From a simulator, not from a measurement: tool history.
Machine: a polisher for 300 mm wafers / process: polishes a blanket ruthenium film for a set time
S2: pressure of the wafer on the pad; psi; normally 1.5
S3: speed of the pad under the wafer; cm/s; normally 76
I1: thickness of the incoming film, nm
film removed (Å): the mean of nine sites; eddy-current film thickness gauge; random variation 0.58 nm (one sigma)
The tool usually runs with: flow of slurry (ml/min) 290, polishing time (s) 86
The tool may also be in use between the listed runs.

run 1 hour=0 | flow_of_slurry_(ml/min)=290 S2=1.5 S3=76 polishing_time_(s)=86 | I1=353.2 | film_removed_(Å)=468
-- hour=87 worn pad replaced by a new one
run 2 hour=93.6 | flow_of_slurry_(ml/min)=290 S2=1.5 S3=76 polishing_time_(s)=86 | I1=344.6 | film_removed_(Å)=468
run 3 hour=108.6 | flow_of_slurry_(ml/min)=230 S2=1.5 S3=76 polishing_time_(s)=93 | I1=355.1 | film_removed_(Å)=500
run 4 hour=142.1 | flow_of_slurry_(ml/min)=230 S2=1.5 S3=76 polishing_time_(s)=93 | I1=344.8 | film_removed_(Å)=505
run 5 hour=173.1 | flow_of_slurry_(ml/min)=230 S2=1.5 S3=76 polishing_time_(s)=93 | I1=349.4 | film_removed_(Å)=500
run 6 hour=189 | flow_of_slurry_(ml/min)=290 S2=1.5 S3=76 polishing_time_(s)=86 | I1=354.6 | film_removed_(Å)=467
-- hour=196.3 slurry nozzle cleaned
run 7 hour=209.3 | flow_of_slurry_(ml/min)=290 S2=1.5 S3=76 polishing_time_(s)=86 | I1=345.1 | film_removed_(Å)=470
run 8 hour=244.1 | flow_of_slurry_(ml/min)=290 S2=1.5 S3=76 polishing_time_(s)=86 | I1=355.5 | film_removed_(Å)=461
run 9 hour=256.7 | flow_of_slurry_(ml/min)=290 S2=1.5 S3=76 polishing_time_(s)=86 | I1=356.9 | film_removed_(Å)=466
run 10 hour=292.3 | flow_of_slurry_(ml/min)=290 S2=1.8 S3=68 polishing_time_(s)=86 | I1=353.5 | film_removed_(Å)=494
run 11 hour=312.1 | flow_of_slurry_(ml/min)=290 S2=1.8 S3=68 polishing_time_(s)=86 | I1=343 | film_removed_(Å)=486
run 12 hour=337.3 | flow_of_slurry_(ml/min)=290 S2=1.8 S3=68 polishing_time_(s)=86 | I1=348.7 | film_removed_(Å)=488
-- hour=344.5 worn pad replaced by a new one
run 13 hour=359.6 | flow_of_slurry_(ml/min)=290 S2=1.5 S3=76 polishing_time_(s)=86 | I1=350.1 | film_removed_(Å)=456
run 14 hour=387.9 | flow_of_slurry_(ml/min)=290 S2=1.5 S3=76 polishing_time_(s)=86 | I1=355.9 | film_removed_(Å)=463
run 15 hour=408.6 | flow_of_slurry_(ml/min)=290 S2=1.5 S3=76 polishing_time_(s)=86 | I1=350.4 | film_removed_(Å)=461
-- hour=417.2 slurry nozzle cleaned
run 16 hour=425.9 | flow_of_slurry_(ml/min)=290 S2=1.5 S3=76 polishing_time_(s)=86 | I1=349.4 | film_removed_(Å)=464
run 17 hour=442.6 | flow_of_slurry_(ml/min)=290 S2=1.5 S3=100 polishing_time_(s)=86 | I1=349.2 | film_removed_(Å)=597
run 18 hour=466.9 | flow_of_slurry_(ml/min)=245 S2=1.7 S3=64 polishing_time_(s)=60 | I1=343.8 | film_removed_(Å)=298
run 19 hour=497.5 | flow_of_slurry_(ml/min)=290 S2=1.5 S3=76 polishing_time_(s)=86 | I1=347 | film_removed_(Å)=456
run 20 hour=515.3 | flow_of_slurry_(ml/min)=290 S2=1.3 S3=50 polishing_time_(s)=86 | I1=350.9 | film_removed_(Å)=263

What will run 21 give?
-- hour=521.6 head pressure recalibrated
run 21 hour=547.8 | flow_of_slurry_(ml/min)=290 S2=1.5 S3=76 polishing_time_(s)=86 | I1=352.3 | film_removed_(Å)=?

{"run 21": {"film removed (Å)": 473}}
Without the tool's hidden state the same run would have given film removed (Å) 476.

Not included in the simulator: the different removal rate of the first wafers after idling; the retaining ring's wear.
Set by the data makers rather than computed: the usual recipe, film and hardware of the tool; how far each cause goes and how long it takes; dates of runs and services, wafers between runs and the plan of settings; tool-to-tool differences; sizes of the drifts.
